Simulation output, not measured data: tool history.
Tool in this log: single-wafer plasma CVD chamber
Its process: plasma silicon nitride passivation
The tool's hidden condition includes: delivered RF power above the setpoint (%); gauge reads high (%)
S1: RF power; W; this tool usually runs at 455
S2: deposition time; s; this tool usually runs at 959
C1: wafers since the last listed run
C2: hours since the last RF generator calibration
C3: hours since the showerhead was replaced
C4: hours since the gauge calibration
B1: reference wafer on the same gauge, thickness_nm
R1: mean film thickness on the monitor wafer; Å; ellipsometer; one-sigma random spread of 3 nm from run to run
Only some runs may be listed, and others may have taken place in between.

{"run": 1, "hour": 0.0, "S1": 420, "S2": 959, "C1": 0, "C2": 496.4, "C3": 4379.2, "C4": 34.7, "B1": 1139.71, "R1": 12062.62}
{"run": 2, "hour": 18.3, "S1": 420, "S2": 959, "C1": 36, "C2": 514.7, "C3": 4397.5, "C4": 53.0, "B1": 1140.298, "R1": 12133.22}
{"run": 3, "hour": 46.4, "S1": 420, "S2": 959, "C1": 55, "C2": 542.8, "C3": 4425.6, "C4": 81.1, "B1": 1140.156, "R1": 12120.61}
{"run": 4, "hour": 71.0, "S1": 455, "S2": 890, "C1": 48, "C2": 567.4, "C3": 4450.2, "C4": 105.7, "B1": 1139.749, "R1": 11462.24}
{"run": 5, "hour": 99.2, "S1": 455, "S2": 890, "C1": 56, "C2": 595.6, "C3": 4478.4, "C4": 133.9, "B1": 1141.694, "R1": 11421.71}
{"run": 6, "hour": 124.4, "S1": 455, "S2": 890, "C1": 50, "C2": 620.8, "C3": 4503.6, "C4": 159.1, "B1": 1140.248, "R1": 11465.37}
{"run": 7, "hour": 137.1, "S1": 525, "S2": 959, "C1": 25, "C2": 633.5, "C3": 4516.3, "C4": 171.8, "B1": 1140.003, "R1": 12729.17}
{"run": 8, "hour": 161.3, "S1": 455, "S2": 959, "C1": 48, "C2": 657.7, "C3": 4540.5, "C4": 196.0, "B1": 1139.33, "R1": 12347.86}
{"run": 9, "hour": 173.7, "S1": 455, "S2": 959, "C1": 24, "C2": 670.1, "C3": 4552.9, "C4": 208.4, "B1": 1139.19, "R1": 12305.01}
{"run": 10, "hour": 196.4, "S1": 420, "S2": 810, "C1": 45, "C2": 692.8, "C3": 4575.6, "C4": 231.1, "B1": 1139.864, "R1": 10167.46}
{"hour": 216.3, "done": "showerhead replaced"}
{"run": 11, "hour": 219.1, "S1": 365, "S2": 1056, "C1": 29, "C2": 715.5, "C3": 2.8, "C4": 253.8, "B1": 1139.44, "R1": 12803.45}
{"run": 12, "hour": 238.7, "S1": 455, "S2": 959, "C1": 38, "C2": 735.1, "C3": 22.4, "C4": 273.4, "B1": 1139.83, "R1": 12301.53}
{"run": 13, "hour": 253.6, "S1": 385, "S2": 804, "C1": 29, "C2": 750.0, "C3": 37.3, "C4": 288.3, "B1": 1139.434, "R1": 9832.43}
{"run": 14, "hour": 272.9, "S1": 420, "S2": 1085, "C1": 38, "C2": 769.3, "C3": 56.6, "C4": 307.6, "B1": 1140.36, "R1": 13628.28}
{"run": 15, "hour": 308.1, "S1": 455, "S2": 959, "C1": 70, "C2": 804.5, "C3": 91.8, "C4": 342.8, "B1": 1139.839, "R1": 12252.86}
{"hour": 310.5, "done": "gauge calibrated"}
{"run": 16, "hour": 327.4, "S1": 415, "S2": 906, "C1": 38, "C2": 823.8, "C3": 111.1, "C4": 16.9, "B1": 1141.011, "R1": 11292.85}
{"run": 17, "hour": 348.5, "S1": 480, "S2": 817, "C1": 41, "C2": 844.9, "C3": 132.2, "C4": 38.0, "B1": 1139.653, "R1": 10576.45}
{"hour": 359.8, "done": "RF generator calibrated"}
{"run": 18, "hour": 368.7, "S1": 455, "S2": 959, "C1": 24, "C2": 8.9, "C3": 152.4, "C4": 58.2, "B1": 1139.851, "R1": 12491.96}
{"run": 19, "hour": 471.9, "S1": 385, "S2": 1150, "C1": 205, "C2": 112.1, "C3": 255.6, "C4": 161.4, "B1": 1138.471, "R1": 14312.65}

Hidden state at the last listed run before each entry between runs and at the first one after, where it differs:
In the gap between runs 10 and 11: showerhead replaced (hour 216.3)
  delivered RF power above the setpoint (%): -6.94 -> -7.16
  measured result minus the result with no hidden state, R1: -185.97 -> -241.90 Å
In the gap between runs 15 and 16: gauge calibrated (hour 310.5)
  delivered RF power above the setpoint (%): -8.02 -> -8.21
  measured result minus the result with no hidden state, R1: -260.60 -> -246.04 Å
In the gap between runs 17 and 18: RF generator calibrated (hour 359.8)
  delivered RF power above the setpoint (%): -8.41 -> -0.303
  measured result minus the result with no hidden state, R1: -236.44 -> -9.60 Å
